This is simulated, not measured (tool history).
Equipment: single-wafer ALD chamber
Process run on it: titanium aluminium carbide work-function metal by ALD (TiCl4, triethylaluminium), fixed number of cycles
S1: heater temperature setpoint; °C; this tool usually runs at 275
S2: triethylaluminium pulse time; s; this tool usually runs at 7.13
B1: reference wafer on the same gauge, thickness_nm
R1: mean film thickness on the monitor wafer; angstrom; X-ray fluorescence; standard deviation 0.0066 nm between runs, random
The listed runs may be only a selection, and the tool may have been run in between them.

run	hour	S1	S2	B1	R1
1	0.0	275	7.13	1.751	17.85
2	56.4	275	7.13	1.748	17.75
# hour 97.4: gauge calibrated
3	107.9	275	7.13	1.749	17.76
4	146.0	275	8.78	1.751	18.58
5	181.4	275	8.78	1.750	18.64
6	253.3	264	8.40	1.748	17.36
7	287.3	264	8.40	1.752	17.44
8	325.8	264	8.40	1.750	17.46
9	352.9	275	7.13	1.750	17.84
10	415.9	275	7.13	1.751	17.77
# hour 541.8: showerhead replaced
11	573.8	285	9.63	1.749	19.93
# hour 588.7: triethylaluminium bottle replaced
# hour 597.4: thermocouple changed; heater temperature recalibrated
12	605.4	275	7.13	1.750	18.42

Run 13 comes next. What will it give?
13	641.7	285	9.63	?	?

B1: 1.751
R1: 20.44 angstrom
The same run, on a tool lacking any hidden state, would have yielded R1 20.47 angstrom.
